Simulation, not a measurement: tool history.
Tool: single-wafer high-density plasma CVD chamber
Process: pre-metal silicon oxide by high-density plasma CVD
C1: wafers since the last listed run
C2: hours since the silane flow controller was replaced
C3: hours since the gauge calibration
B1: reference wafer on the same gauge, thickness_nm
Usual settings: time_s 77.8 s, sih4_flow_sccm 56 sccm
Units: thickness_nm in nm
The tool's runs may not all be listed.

{"run": 1, "hour": 0.0, "time_s": 77.8, "sih4_flow_sccm": 56, "C1": 0, "C2": 3751.0, "C3": 46.6, "B1": 475.012, "thickness_nm": 418.491}
{"run": 2, "hour": 17.0, "time_s": 77.8, "sih4_flow_sccm": 56, "C1": 215, "C2": 3768.0, "C3": 63.6, "B1": 474.145, "thickness_nm": 417.8}
{"run": 3, "hour": 30.3, "time_s": 77.8, "sih4_flow_sccm": 56, "C1": 168, "C2": 3781.3, "C3": 76.9, "B1": 474.5, "thickness_nm": 417.193}
{"run": 4, "hour": 45.0, "time_s": 77.8, "sih4_flow_sccm": 56, "C1": 186, "C2": 3796.0, "C3": 91.6, "B1": 473.951, "thickness_nm": 417.387}
{"run": 5, "hour": 58.2, "time_s": 66.0, "sih4_flow_sccm": 56, "C1": 167, "C2": 3809.2, "C3": 104.8, "B1": 473.768, "thickness_nm": 353.205}
{"run": 6, "hour": 75.7, "time_s": 66.0, "sih4_flow_sccm": 56, "C1": 221, "C2": 3826.7, "C3": 122.3, "B1": 473.002, "thickness_nm": 353.816}
{"run": 7, "hour": 88.0, "time_s": 77.8, "sih4_flow_sccm": 56, "C1": 156, "C2": 3839.0, "C3": 134.6, "B1": 472.304, "thickness_nm": 415.773}
{"run": 8, "hour": 95.8, "time_s": 77.8, "sih4_flow_sccm": 56, "C1": 98, "C2": 3846.8, "C3": 142.4, "B1": 472.204, "thickness_nm": 416.503}
{"run": 9, "hour": 102.8, "time_s": 77.8, "sih4_flow_sccm": 56, "C1": 88, "C2": 3853.8, "C3": 149.4, "B1": 472.499, "thickness_nm": 416.21}
{"hour": 116.8, "done": "gauge calibrated"}
{"run": 10, "hour": 128.0, "time_s": 77.8, "sih4_flow_sccm": 56, "C1": 319, "C2": 3879.0, "C3": 11.2, "B1": 474.506, "thickness_nm": 417.745}
{"run": 11, "hour": 143.9, "time_s": 66.3, "sih4_flow_sccm": 56, "C1": 201, "C2": 3894.9, "C3": 27.1, "B1": 474.615, "thickness_nm": 355.502}
{"run": 12, "hour": 152.9, "time_s": 71.1, "sih4_flow_sccm": 56, "C1": 114, "C2": 3903.9, "C3": 36.1, "B1": 474.644, "thickness_nm": 381.655}

Run 13 comes next. What will it give?
{"hour": 171.8, "done": "silane flow controller replaced"}
{"run": 13, "hour": 172.3, "time_s": 92.9, "sih4_flow_sccm": 56, "C1": 144, "C2": 0.5, "C3": 55.5, "B1": "?", "thickness_nm": "?"}

Run 13 gave B1 473.778, thickness_nm 498.587 nm.
Without the tool's hidden state the same run would have given thickness_nm 499.557 nm.
